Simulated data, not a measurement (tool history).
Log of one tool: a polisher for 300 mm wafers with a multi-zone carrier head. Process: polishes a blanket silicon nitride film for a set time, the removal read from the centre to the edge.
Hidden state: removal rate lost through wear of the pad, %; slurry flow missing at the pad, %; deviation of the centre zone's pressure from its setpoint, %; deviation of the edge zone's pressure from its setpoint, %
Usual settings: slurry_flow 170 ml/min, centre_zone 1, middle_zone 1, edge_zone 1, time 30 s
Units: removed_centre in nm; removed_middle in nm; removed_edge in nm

| run | day | slurry_flow | centre_zone | middle_zone | edge_zone | time | wafers since the last listed run | wafers polished on this pad | hours since the slurry nozzle was cleaned | hours since the centre zone pressure was calibrated | hours since the edge zone pressure was calibrated | hours since the carrier head's membrane was replaced | incoming thickness of the incoming film, nm | removed_centre | removed_middle | removed_edge |
|---|---|---|---|---|---|---|---|---|---|---|---|---|---|---|---|---|
| 1 | 0 | 170 | 1 | 1 | 1 | 30 | 0 | 2769 | 114 | 284.8 | 926 | 591.4 | 904.6 | 64.6 | 65.9 | 64.2 |
|  | 0.592 | worn pad replaced by a new one |
| 2 | 1.296 | 170 | 1 | 1 | 1 | 30 | 462 | 288 | 145.1 | 315.9 | 957.1 | 622.5 | 905 | 68.4 | 69.4 | 69.4 |
| 3 | 1.804 | 170 | 1 | 1 | 1 | 30 | 208 | 496 | 157.3 | 328.1 | 969.3 | 634.7 | 895.8 | 67 | 68 | 67.6 |
| 4 | 2.996 | 200 | 1 | 1 | 1 | 30 | 487 | 984 | 185.9 | 356.7 | 997.9 | 663.3 | 924.1 | 66.7 | 68.5 | 67.8 |
| 5 | 3.967 | 170 | 1 | 1 | 1 | 30 | 397 | 1381 | 209.2 | 380 | 1021.2 | 686.6 | 912.4 | 61.5 | 63.7 | 63.2 |
| 6 | 5.971 | 170 | 1 | 0.93 | 1 | 30 | 820 | 2202 | 257.3 | 428.1 | 1069.3 | 734.7 | 922.4 | 60.4 | 57.8 | 62.8 |
| 7 | 6.975 | 170 | 0.91 | 1 | 1 | 30 | 411 | 2613 | 281.4 | 452.2 | 1093.4 | 758.8 | 905.7 | 53.7 | 60.6 | 62.9 |
|  | 7.721 | edge zone pressure recalibrated |
|  | 7.771 | worn pad replaced by a new one |
| 8 | 8.104 | 130 | 1 | 1 | 0.94 | 30 | 407 | 137 | 308.5 | 479.3 | 9.2 | 785.9 | 906.4 | 58.4 | 61.4 | 61.5 |
| 9 | 8.821 | 220 | 1 | 1 | 1.1 | 30 | 293 | 430 | 325.7 | 496.5 | 26.4 | 803.1 | 912.5 | 67.6 | 67.8 | 71.6 |
|  | 9.396 | centre zone pressure recalibrated |
|  | 9.775 | carrier head's membrane replaced by a new one |
| 10 | 10.146 | 155 | 1 | 1 | 1 | 30 | 423 | 853 | 357.5 | 18 | 58.2 | 8.9 | 908.2 | 55.7 | 58.7 | 60.9 |
| 11 | 11.125 | 125 | 1 | 0.91 | 0.91 | 40 | 400 | 1254 | 381 | 41.5 | 81.7 | 32.4 | 918.6 | 64.6 | 64.2 | 72.2 |
| 12 | 11.942 | 170 | 0.96 | 1 | 1 | 25 | 334 | 1588 | 400.6 | 61.1 | 101.3 | 52 | 905 | 44.5 | 47.3 | 49.7 |
|  | 11.996 | slurry nozzle cleaned |
| 13 | 12.792 | 120 | 0.92 | 1 | 1 | 38 | 330 | 1919 | 19.1 | 81.5 | 121.7 | 72.4 | 914.5 | 69.6 | 77.6 | 80.9 |
| 14 | 13.717 | 135 | 1 | 1 | 0.9 | 30 | 378 | 2298 | 41.3 | 103.7 | 143.9 | 94.6 | 912.8 | 60.8 | 62.8 | 59.7 |
| 15 | 14.683 | 170 | 1 | 1 | 1 | 30 | 395 | 2694 | 64.5 | 126.9 | 167.1 | 117.8 | 914.5 | 63.7 | 65.8 | 65.3 |
|  | 15.075 | worn pad replaced by a new one |
| 16 | 15.588 | 190 | 1 | 1 | 1 | 30 | 301 | 209 | 86.2 | 148.6 | 188.8 | 139.5 | 912.8 | 72.9 | 72.1 | 73.1 |
| 17 | 16.138 | 140 | 0.95 | 0.97 | 1 | 37 | 225 | 435 | 99.4 | 161.8 | 202 | 152.7 | 908 | 76 | 79 | 84 |
| 18 | 17.254 | 170 | 0.95 | 1 | 1.1 | 34 | 457 | 892 | 126.2 | 188.6 | 228.8 | 179.5 | 928.7 | 72.2 | 75.8 | 82.1 |
| 19 | 18.088 | 170 | 1 | 1 | 1 | 30 | 341 | 1233 | 146.2 | 208.6 | 248.8 | 199.5 | 902.8 | 64.7 | 66 | 65 |
| 20 | 19.379 | 170 | 1 | 1 | 1 | 30 | 528 | 1762 | 177.2 | 239.6 | 279.8 | 230.5 | 915.2 | 63.1 | 63.5 | 64.5 |
| 21 | 20.583 | 170 | 1 | 1 | 1 | 30 | 492 | 2255 | 206.1 | 268.5 | 308.7 | 259.4 | 919.3 | 62.1 | 63.1 | 63.5 |
| 22 | 21.896 | 215 | 0.95 | 1 | 1 | 30 | 537 | 2792 | 237.6 | 300 | 340.2 | 290.9 | 919.1 | 61.2 | 64.9 | 65.3 |

4 ways to go on from here, each from the tool as it stands after run 22. What would each give?
| A | 21.912 | 170 | 1 | 1 | 1 | 30 | 6 | 2799 | 238 | 300.4 | 340.6 | 291.3 | 907.4 | ? | ? | ? |
| B | 21.912 | 170 | 1 | 1 | 0.91 | 30 | 6 | 2799 | 238 | 300.4 | 340.6 | 291.3 | 907.4 | ? | ? | ? |
| C | 21.912 | 170 | 1 | 1 | 0.92 | 30 | 6 | 2799 | 238 | 300.4 | 340.6 | 291.3 | 907.4 | ? | ? | ? |
| D | 21.912 | 170 | 1.06 | 1.11 | 0.9 | 30 | 6 | 2799 | 238 | 300.4 | 340.6 | 291.3 | 907.4 | ? | ? | ? |

| run | removed_centre | removed_middle | removed_edge |
|---|---|---|---|
| A | 60.5 | 61.8 | 62.1 |
| B | 60.5 | 61.8 | 59.4 |
| C | 60.5 | 61.8 | 59.7 |
| D | 64.2 | 67.6 | 59 |
Without the tool's hidden state the same runs would have given:
| run | removed_centre | removed_middle | removed_edge |
|---|---|---|---|
| A | 75.8 | 76.7 | 75.3 |
| B | 75.8 | 76.7 | 72 |
| C | 75.8 | 76.7 | 72.4 |
| D | 80.5 | 83.8 | 71.5 |
